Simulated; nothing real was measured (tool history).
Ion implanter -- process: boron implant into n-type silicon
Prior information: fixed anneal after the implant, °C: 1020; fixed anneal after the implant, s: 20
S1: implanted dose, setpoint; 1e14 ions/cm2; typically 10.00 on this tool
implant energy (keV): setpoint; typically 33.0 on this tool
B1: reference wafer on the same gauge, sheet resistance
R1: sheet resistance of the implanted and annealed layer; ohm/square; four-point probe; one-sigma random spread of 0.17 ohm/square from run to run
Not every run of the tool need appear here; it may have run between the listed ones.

Run 1, hour 0.0: usual settings but S1 11.35 1e14 ions/cm2; B1 91.98. Result: R1 106.24 ohm/square.
Run 2, hour 34.1: usual settings but S1 11.35 1e14 ions/cm2; B1 92.04. Result: R1 106.29 ohm/square.
Run 3, hour 51.5: usual settings but S1 8.86 1e14 ions/cm2, implant energy (keV) 38.5; B1 92.03. Result: R1 128.90 ohm/square.
Run 4, hour 78.9: usual settings; B1 92.01. Result: R1 117.90 ohm/square.
Run 5, hour 113.2: usual settings; B1 91.94. Result: R1 118.09 ohm/square.
Run 6, hour 129.3: usual settings but S1 11.39 1e14 ions/cm2; B1 92.00. Result: R1 106.12 ohm/square.
Run 7, hour 146.2: usual settings but S1 11.39 1e14 ions/cm2; B1 91.96. Result: R1 106.11 ohm/square.
Run 8, hour 167.8: usual settings; B1 92.00. Result: R1 118.28 ohm/square.
Run 9, hour 198.2: usual settings; B1 92.00. Result: R1 118.33 ohm/square.
Run 10, hour 225.2: usual settings; B1 92.01. Result: R1 118.23 ohm/square.
Run 11, hour 249.7: usual settings; B1 92.01. Result: R1 118.46 ohm/square.
Run 12, hour 270.8: usual settings; B1 92.01. Result: R1 118.67 ohm/square.
Run 13, hour 303.4: usual settings but S1 7.67 1e14 ions/cm2, implant energy (keV) 36.0; B1 91.99. Result: R1 146.67 ohm/square.
Run 14, hour 337.4: usual settings but S1 9.23 1e14 ions/cm2, implant energy (keV) 38.0; B1 92.02. Result: R1 125.38 ohm/square.
Run 15, hour 368.2: usual settings but implant energy (keV) 28.5; B1 92.01. Result: R1 119.69 ohm/square.
Run 16, hour 403.3: usual settings but S1 8.49 1e14 ions/cm2, implant energy (keV) 24.5; B1 91.99. Result: R1 139.48 ohm/square.
Run 17, hour 419.9: usual settings but S1 11.24 1e14 ions/cm2, implant energy (keV) 43.0; B1 91.99. Result: R1 106.08 ohm/square.
Run 18, hour 480.9: usual settings but S1 7.23 1e14 ions/cm2, implant energy (keV) 41.5; B1 92.02. Result: R1 152.37 ohm/square.
Run 19, hour 514.1: usual settings but S1 9.23 1e14 ions/cm2, implant energy (keV) 38.0; B1 91.97. Result: R1 120.39 ohm/square.
Run 20, hour 535.0: usual settings; B1 91.95. Result: R1 113.77 ohm/square.
Run 21, hour 557.4: usual settings but S1 11.30 1e14 ions/cm2, implant energy (keV) 38.0; B1 92.02. Result: R1 101.79 ohm/square.
Run 22, hour 577.8: usual settings but S1 11.69 1e14 ions/cm2, implant energy (keV) 42.5; B1 91.98. Result: R1 98.79 ohm/square.
Run 23, hour 592.2: usual settings but S1 7.38 1e14 ions/cm2, implant energy (keV) 39.5; B1 91.99. Result: R1 144.38 ohm/square.
Run 24, hour 609.0: usual settings but S1 9.23 1e14 ions/cm2, implant energy (keV) 38.0; B1 91.99. Result: R1 120.93 ohm/square.
Run 25, hour 634.8: usual settings but S1 8.20 1e14 ions/cm2, implant energy (keV) 28.0; B1 92.05. Result: R1 135.89 ohm/square.
Run 26, hour 647.2: usual settings but S1 8.57 1e14 ions/cm2, implant energy (keV) 38.0; B1 92.04. Result: R1 128.26 ohm/square.
Run 27, hour 666.0: usual settings but implant energy (keV) 29.5; B1 92.02. Result: R1 114.85 ohm/square.

Taken out of this log: 4 entries between the listed runs. Where each belongs, and how the hidden state differs across it:
Run 1 -> run 2: gauge calibrated (hour 20.4)
  deviation of the true dose from the Faraday cup's reading, %: -4.52 -> -4.59
  the result without the hidden state subtracted from the measured one, R1: +4.00 -> +4.06 ohm/square
Run 12 -> run 13: extraction supply calibrated (hour 290.9)
  deviation of the true dose from the Faraday cup's reading, %: -5.1 -> -5.17
  the result without the hidden state subtracted from the measured one, R1: +5.04 -> +6.24 ohm/square
Run 18 -> run 19: gauge calibrated (hour 494.7); Faraday cup replaced and dose calibrated (hour 510.6)
  deviation of the true dose from the Faraday cup's reading, %: -5.55 -> -0.331
  the result without the hidden state subtracted from the measured one, R1: +6.86 -> +0.32 ohm/square
